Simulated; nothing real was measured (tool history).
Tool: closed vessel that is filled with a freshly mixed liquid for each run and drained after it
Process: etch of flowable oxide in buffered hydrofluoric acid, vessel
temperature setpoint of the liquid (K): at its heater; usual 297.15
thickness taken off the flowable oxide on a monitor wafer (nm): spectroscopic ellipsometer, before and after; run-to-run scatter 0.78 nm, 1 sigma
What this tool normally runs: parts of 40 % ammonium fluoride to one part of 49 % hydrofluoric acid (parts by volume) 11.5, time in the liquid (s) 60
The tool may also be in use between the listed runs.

| run | hour | temperature setpoint of the liquid (K) | parts of 40 % ammonium fluoride to one part of 49 % hydrofluoric acid (parts by volume) | time in the liquid (s) | wafers since the last listed run | hours since the thermometer was replaced | hours since the hydrofluoric acid flow meter was replaced | hours since the gauge calibration | read-back film thickness of the flowable oxide reference wafer, read on the same gauge (nm) | thickness taken off the flowable oxide on a monitor wafer (nm) |
|---|---|---|---|---|---|---|---|---|---|---|
| 1 | 0.0 | 297.15 | 11.5 | 60 | 0 | 1410.3 | 34.2 | 686.5 | 140.01 | 120.83 |
| 2 | 46.3 | 294.15 | 11.5 | 60 | 3920 | 1456.6 | 80.5 | 732.8 | 140.01 | 103.01 |
| 3 | 85.5 | 294.15 | 11.5 | 60 | 3319 | 1495.8 | 119.7 | 772.0 | 139.99 | 101.64 |
| 4 | 131.2 | 294.15 | 11.5 | 60 | 3869 | 1541.5 | 165.4 | 817.7 | 140.01 | 102.33 |
| 5 | 183.6 | 297.15 | 11.5 | 60 | 4437 | 1593.9 | 217.8 | 870.1 | 139.99 | 120.01 |
| 6 | 214.1 | 297.15 | 11.5 | 60 | 2582 | 1624.4 | 248.3 | 900.6 | 140.04 | 119.27 |
| 7 | 260.4 | 297.15 | 11.5 | 60 | 3920 | 1670.7 | 294.6 | 946.9 | 140.02 | 120.45 |
|  | 296.9 | thermometer replaced |
| 8 | 300.3 | 297.15 | 11.5 | 60 | 3294 | 3.4 | 334.5 | 986.8 | 140.04 | 119.10 |
| 9 | 352.7 | 297.15 | 11.5 | 60 | 4437 | 55.8 | 386.9 | 1039.2 | 140.01 | 119.58 |
| 10 | 390.8 | 297.15 | 11.5 | 60 | 3226 | 93.9 | 425.0 | 1077.3 | 139.99 | 121.39 |
| 11 | 455.6 | 297.15 | 11.5 | 60 | 5487 | 158.7 | 489.8 | 1142.1 | 139.97 | 119.59 |
| 12 | 490.9 | 297.15 | 11.5 | 60 | 2989 | 194.0 | 525.1 | 1177.4 | 140.00 | 118.92 |
| 13 | 544.4 | 297.15 | 11.5 | 60 | 4530 | 247.5 | 578.6 | 1230.9 | 140.00 | 120.56 |
| 14 | 590.3 | 297.15 | 11.5 | 60 | 3886 | 293.4 | 624.5 | 1276.8 | 140.02 | 121.39 |
| 15 | 623.4 | 301.15 | 15.0 | 60 | 2802 | 326.5 | 657.6 | 1309.9 | 140.02 | 115.31 |
| 16 | 692.5 | 293.65 | 11.5 | 80 | 5851 | 395.6 | 726.7 | 1379.0 | 139.95 | 132.44 |
| 17 | 741.4 | 297.15 | 11.5 | 60 | 4140 | 444.5 | 775.6 | 1427.9 | 140.02 | 119.21 |
| 18 | 783.4 | 298.65 | 11.5 | 35 | 3556 | 486.5 | 817.6 | 1469.9 | 140.00 | 76.73 |
| 19 | 847.4 | 297.15 | 11.5 | 60 | 5419 | 550.5 | 881.6 | 1533.9 | 139.96 | 120.02 |
| 20 | 891.5 | 297.15 | 11.5 | 60 | 3734 | 594.6 | 925.7 | 1578.0 | 139.99 | 120.59 |
| 21 | 952.1 | 299.15 | 15.5 | 40 | 5131 | 655.2 | 986.3 | 1638.6 | 140.02 | 66.27 |
| 22 | 996.1 | 297.15 | 11.5 | 60 | 3726 | 699.2 | 1030.3 | 1682.6 | 140.00 | 119.89 |
| 23 | 1042.4 | 297.15 | 11.5 | 60 | 3920 | 745.5 | 1076.6 | 1728.9 | 140.01 | 120.12 |
|  | 1057.1 | hydrofluoric acid flow meter replaced |
| 24 | 1070.4 | 293.15 | 11.5 | 60 | 2286 | 773.5 | 13.3 | 1756.9 | 140.00 | 96.40 |
| 25 | 1124.8 | 295.65 | 13.5 | 50 | 4606 | 827.9 | 67.7 | 1811.3 | 140.01 | 79.62 |
|  | 1167.8 | gauge calibrated |
| 26 | 1304.8 | 297.15 | 11.5 | 60 | 15242 | 1007.9 | 247.7 | 137.0 | 139.99 | 120.43 |
| 27 | 1342.3 | 293.15 | 12.5 | 50 | 3175 | 1045.4 | 285.2 | 174.5 | 139.96 | 75.28 |
| 28 | 1402.9 | 299.15 | 9.5 | 50 | 5131 | 1106.0 | 345.8 | 235.1 | 140.00 | 133.17 |
| 29 | 1465.7 | 301.15 | 15.0 | 60 | 5318 | 1168.8 | 408.6 | 297.9 | 140.03 | 116.18 |
| 30 | 1509.3 | 300.15 | 11.5 | 60 | 3692 | 1212.4 | 452.2 | 341.5 | 139.99 | 141.20 |
| 31 | 1576.7 | 297.15 | 11.5 | 30 | 5707 | 1279.8 | 519.6 | 408.9 | 140.00 | 59.73 |
| 32 | 1619.5 | 292.15 | 15.5 | 60 | 3624 | 1322.6 | 562.4 | 451.7 | 140.00 | 67.62 |
| 33 | 1654.9 | 301.15 | 13.5 | 75 | 2997 | 1358.0 | 597.8 | 487.1 | 140.01 | 159.67 |
| 34 | 1695.2 | 294.15 | 9.5 | 30 | 3412 | 1398.3 | 638.1 | 527.4 | 140.02 | 60.49 |

Run-by-run hidden state of the tool:
liquid colder than its thermometer reads (K): 0, the same for each run
hydrofluoric acid flow below the setpoint (%): 0, the same for each run
gauge reads high (%): 0, the same for each run
